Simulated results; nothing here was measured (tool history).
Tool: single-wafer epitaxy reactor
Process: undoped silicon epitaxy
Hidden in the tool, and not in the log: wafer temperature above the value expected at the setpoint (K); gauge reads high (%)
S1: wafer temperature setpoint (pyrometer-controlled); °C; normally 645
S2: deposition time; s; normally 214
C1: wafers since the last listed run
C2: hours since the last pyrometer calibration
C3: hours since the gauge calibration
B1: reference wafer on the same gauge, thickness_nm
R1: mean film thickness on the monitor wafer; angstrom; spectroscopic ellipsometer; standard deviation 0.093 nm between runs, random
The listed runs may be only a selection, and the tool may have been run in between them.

| run | hour | S1 | S2 | C1 | C2 | C3 | B1 | R1 |
|---|---|---|---|---|---|---|---|---|
| 1 | 0.0 | 645 | 246 | 0 | 1172.1 | 206.4 | 30.468 | 416.54 |
| 2 | 6.8 | 645 | 214 | 32 | 1178.9 | 213.2 | 30.542 | 362.23 |
| 3 | 22.0 | 645 | 214 | 72 | 1194.1 | 228.4 | 30.517 | 362.33 |
| 4 | 33.4 | 641 | 214 | 54 | 1205.5 | 239.8 | 30.491 | 330.81 |
| 5 | 46.2 | 641 | 214 | 61 | 1218.3 | 252.6 | 30.540 | 332.11 |
| 6 | 54.6 | 641 | 214 | 40 | 1226.7 | 261.0 | 30.522 | 334.29 |
| 7 | 70.5 | 657 | 214 | 75 | 1242.6 | 276.9 | 30.509 | 476.84 |
| 8 | 84.0 | 657 | 214 | 64 | 1256.1 | 290.4 | 30.514 | 476.15 |
| 9 | 91.6 | 645 | 214 | 36 | 1263.7 | 298.0 | 30.501 | 364.80 |
| 10 | 107.7 | 645 | 214 | 76 | 1279.8 | 314.1 | 30.479 | 366.06 |
| 11 | 133.9 | 656 | 189 | 125 | 1306.0 | 340.3 | 30.477 | 414.22 |
| 12 | 140.2 | 656 | 189 | 30 | 1312.3 | 346.6 | 30.506 | 413.45 |
| 13 | 153.7 | 656 | 189 | 64 | 1325.8 | 360.1 | 30.525 | 415.35 |
| 14 | 162.0 | 645 | 234 | 39 | 1334.1 | 368.4 | 30.500 | 401.53 |
| 15 | 209.1 | 645 | 214 | 224 | 1381.2 | 415.5 | 30.503 | 368.65 |
| 16 | 227.0 | 645 | 214 | 85 | 1399.1 | 433.4 | 30.465 | 369.31 |
| 17 | 233.1 | 645 | 205 | 29 | 1405.2 | 439.5 | 30.484 | 355.01 |
| 18 | 241.7 | 645 | 205 | 41 | 1413.8 | 448.1 | 30.510 | 355.00 |
| 19 | 255.2 | 645 | 214 | 64 | 1427.3 | 461.6 | 30.525 | 370.88 |
| 20 | 266.4 | 645 | 214 | 53 | 1438.5 | 472.8 | 30.502 | 372.91 |
| 21 | 278.2 | 633 | 214 | 56 | 1450.3 | 484.6 | 30.489 | 280.74 |
|  | 326.3 | pyrometer calibrated |
| 22 | 327.6 | 645 | 177 | 197 | 1.3 | 534.0 | 30.470 | 279.79 |
| 23 | 333.7 | 645 | 245 | 29 | 7.4 | 540.1 | 30.482 | 388.95 |
| 24 | 340.5 | 635 | 197 | 32 | 14.2 | 546.9 | 30.517 | 247.93 |
| 25 | 354.2 | 632 | 228 | 65 | 27.9 | 560.6 | 30.488 | 268.20 |
| 26 | 371.7 | 645 | 214 | 83 | 45.4 | 578.1 | 30.490 | 339.99 |
| 27 | 387.1 | 645 | 214 | 73 | 60.8 | 593.5 | 30.508 | 339.76 |
| 28 | 403.8 | 638 | 238 | 79 | 77.5 | 610.2 | 30.487 | 322.47 |
| 29 | 441.2 | 645 | 214 | 178 | 114.9 | 647.6 | 30.503 | 339.28 |
| 30 | 453.4 | 651 | 189 | 58 | 127.1 | 659.8 | 30.499 | 343.62 |
| 31 | 470.1 | 659 | 255 | 79 | 143.8 | 676.5 | 30.520 | 552.73 |
|  | 476.4 | gauge calibrated |
| 32 | 482.8 | 645 | 214 | 60 | 156.5 | 6.4 | 30.511 | 339.72 |
| 33 | 490.8 | 634 | 173 | 38 | 164.5 | 14.4 | 30.513 | 213.90 |
| 34 | 503.8 | 645 | 194 | 62 | 177.5 | 27.4 | 30.487 | 308.39 |
| 35 | 510.1 | 650 | 252 | 30 | 183.8 | 33.7 | 30.516 | 446.80 |
| 36 | 522.5 | 635 | 203 | 59 | 196.2 | 46.1 | 30.499 | 257.65 |
| 37 | 538.8 | 645 | 181 | 77 | 212.5 | 62.4 | 30.548 | 287.03 |
| 38 | 552.3 | 659 | 185 | 64 | 226.0 | 75.9 | 30.498 | 401.89 |
| 39 | 564.3 | 640 | 192 | 57 | 238.0 | 87.9 | 30.494 | 272.69 |
| 40 | 582.0 | 654 | 177 | 84 | 255.7 | 105.6 | 30.506 | 346.28 |
| 41 | 617.6 | 645 | 214 | 169 | 291.3 | 141.2 | 30.501 | 341.71 |
| 42 | 626.8 | 636 | 173 | 43 | 300.5 | 150.4 | 30.501 | 224.31 |

4 options for the next run, each taken on its own from the tool as it stands now. Forecast them:
| A | 627.3 | 645 | 214 | 2 | 301.0 | 150.9 | ? | ? |
| B | 627.3 | 640 | 239 | 2 | 301.0 | 150.9 | ? | ? |
| C | 627.3 | 645 | 233 | 2 | 301.0 | 150.9 | ? | ? |
| D | 627.3 | 637 | 214 | 2 | 301.0 | 150.9 | ? | ? |

| run | B1 | R1 |
|---|---|---|
| A | 30.499 | 340.17 |
| B | 30.499 | 338.76 |
| C | 30.499 | 370.37 |
| D | 30.499 | 282.98 |
Stripped of hidden state, with their random variation kept, the same runs would have yielded:
| run | R1 |
|---|---|
| A | 342.39 |
| B | 340.99 |
| C | 372.79 |
| D | 284.86 |
